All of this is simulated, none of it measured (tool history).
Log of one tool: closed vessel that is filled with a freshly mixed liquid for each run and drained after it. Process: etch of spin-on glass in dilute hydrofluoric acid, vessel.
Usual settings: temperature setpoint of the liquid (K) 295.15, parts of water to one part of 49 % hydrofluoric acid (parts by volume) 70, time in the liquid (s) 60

run,hour,temperature setpoint of the liquid (K),parts of water to one part of 49 % hydrofluoric acid (parts by volume),time in the liquid (s),"read-back film thickness of the spin-on glass reference wafer, read on the same gauge (nm)",thickness taken off the spin-on glass on a monitor wafer (Å)
1,0,295.15,95,75,49.97,443.8
2,69.7,295.15,95,75,50.03,451.5
3,134.7,295.15,70,45,50.01,381.1
4,183.6,295.15,70,45,49.99,384.9
5,256.9,295.15,70,75,50.01,644.2
6,296.1,295.15,70,75,49.99,643.5
7,387,295.15,85,85,50.01,592.9
8,494.6,295.15,85,85,50,603.8
9,533.2,295.15,70,60,49.98,527.8
10,600.6,295.15,70,60,49.96,533.9
11,672,296.65,70,85,49.98,797.8
12,724.7,295.15,70,60,49.97,534.8
13,792.7,295.15,70,60,49.99,547
14,866.2,295.15,70,60,50.01,545.8
15,958.6,295.15,70,60,50.02,556.5
16,1039.5,295.15,70,60,50.01,557.7
# hour 1092.2: thermometer replaced
17,1135.1,293.65,70,60,49.96,484.7
18,1242.1,295.15,70,60,49.99,518.5
19,1287.4,298.15,50,30,50,427.3
20,1390.7,292.15,70,60,49.99,473.1
21,1436.7,295.15,70,85,50.02,756.4
22,1476.3,299.15,40,75,50.02,1449.1
23,1559,300.15,70,80,50.01,880.5
24,1629.4,295.15,70,60,50,546.8
25,1726.4,295.15,40,50,49.99,818.8
# hour 1812.5: gauge calibrated
26,1828.9,295.15,70,60,50.01,564.6
# hour 1852.8: hydrofluoric acid flow meter replaced
27,1882.8,292.15,70,35,50.01,264.3
28,2115.4,295.15,70,70,50,611.7
29,2190.9,295.15,70,60,50,524.4
# hour 2441.9: thermometer replaced
30,2470.8,295.15,70,60,49.98,504.8
31,2554.2,291.65,70,35,49.98,251.4
32,2593.8,296.65,70,60,50.03,537.5
33,2754.2,297.15,55,80,49.97,967.3

4 ways to go on from here, each from the tool as it stands after run 33. What would each give?
A,2754.9,295.15,70,60,?,?
B,2754.9,297.15,55,30,?,?
C,2754.9,297.15,100,60,?,?
D,2754.9,295.15,70,30,?,?

run,"read-back film thickness of the spin-on glass reference wafer, read on the same gauge (nm)",thickness taken off the spin-on glass on a monitor wafer (Å)
A,50,519.3
B,50,365.4
C,50,380
D,50,259.7
Without the tool's hidden state the same runs would have given:
run,thickness taken off the spin-on glass on a monitor wafer (Å)
A,475.4
B,334.8
C,347.8
D,237.7
